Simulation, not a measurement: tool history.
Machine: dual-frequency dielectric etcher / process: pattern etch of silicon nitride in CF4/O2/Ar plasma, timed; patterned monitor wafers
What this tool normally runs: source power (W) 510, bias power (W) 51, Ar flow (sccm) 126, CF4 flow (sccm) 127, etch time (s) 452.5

run	hour	source power (W)	bias power (W)	Ar flow (sccm)	CF4 flow (sccm)	etch time (s)	read-back reference wafer on the same gauge, depth_nm	mean etch depth across the wafer (nm)
1	0.0	510	51	126	127	452.5	912.5	971.3
2	45.8	510	51	126	116	558.5	911.4	1212.3
3	80.3	510	51	126	116	558.5	911.1	1212.5
4	143.2	510	51	126	127	452.5	911.6	987.6
5	186.9	510	51	126	127	452.5	911.3	997.7
# hour 352.0: wet clean of the chamber
6	388.9	510	51	126	127	452.5	912.0	955.9
# hour 410.0: CF4 flow controller replaced
# hour 441.0: source power generator calibrated
7	449.5	510	51	126	127	452.5	911.2	959.8
# hour 462.4: Ar flow controller replaced
# hour 478.7: bias power generator calibrated
8	511.8	570	51	146	127	452.5	911.6	1050.4
# hour 558.1: upper electrode replaced
9	558.6	600	51	157	127	319.0	910.3	771.3
10	595.0	640	57	126	117	452.5	911.2	1234.9
11	626.4	430	51	146	141	452.5	911.3	833.7
12	677.5	510	56	98	127	452.5	910.1	1027.6
13	818.9	510	51	126	127	452.5	912.0	1001.2
# hour 842.1: gauge calibrated
14	874.1	460	45	126	113	322.0	911.2	622.6
15	902.9	600	51	126	144	398.0	910.2	1015.4
# hour 941.4: wet clean of the chamber
16	971.6	510	51	126	127	452.5	911.0	960.8
17	1023.6	570	51	126	127	416.5	911.5	975.1
18	1091.2	510	40	146	127	452.5	911.1	886.6
19	1141.2	510	43	126	109	452.5	912.0	914.7
20	1198.4	510	44	126	127	452.5	910.7	928.1
21	1236.4	510	51	126	127	452.5	911.6	975.6
22	1294.5	510	58	115	127	534.0	910.3	1216.5

What if the next run were any one of these 3? Each begins from the tool's condition after run 22:
A	1295.0	510	51	126	127	452.5	?	?
B	1295.0	510	51	148	137	317.0	?	?
C	1295.0	510	56	126	127	452.5	?	?

run	read-back reference wafer on the same gauge, depth_nm	mean etch depth across the wafer (nm)
A	911.8	981.9
B	911.8	682.9
C	911.8	1011.5
Without the tool's hidden state the same runs would have given:
run	mean etch depth across the wafer (nm)
A	948.5
B	659.7
C	977.1

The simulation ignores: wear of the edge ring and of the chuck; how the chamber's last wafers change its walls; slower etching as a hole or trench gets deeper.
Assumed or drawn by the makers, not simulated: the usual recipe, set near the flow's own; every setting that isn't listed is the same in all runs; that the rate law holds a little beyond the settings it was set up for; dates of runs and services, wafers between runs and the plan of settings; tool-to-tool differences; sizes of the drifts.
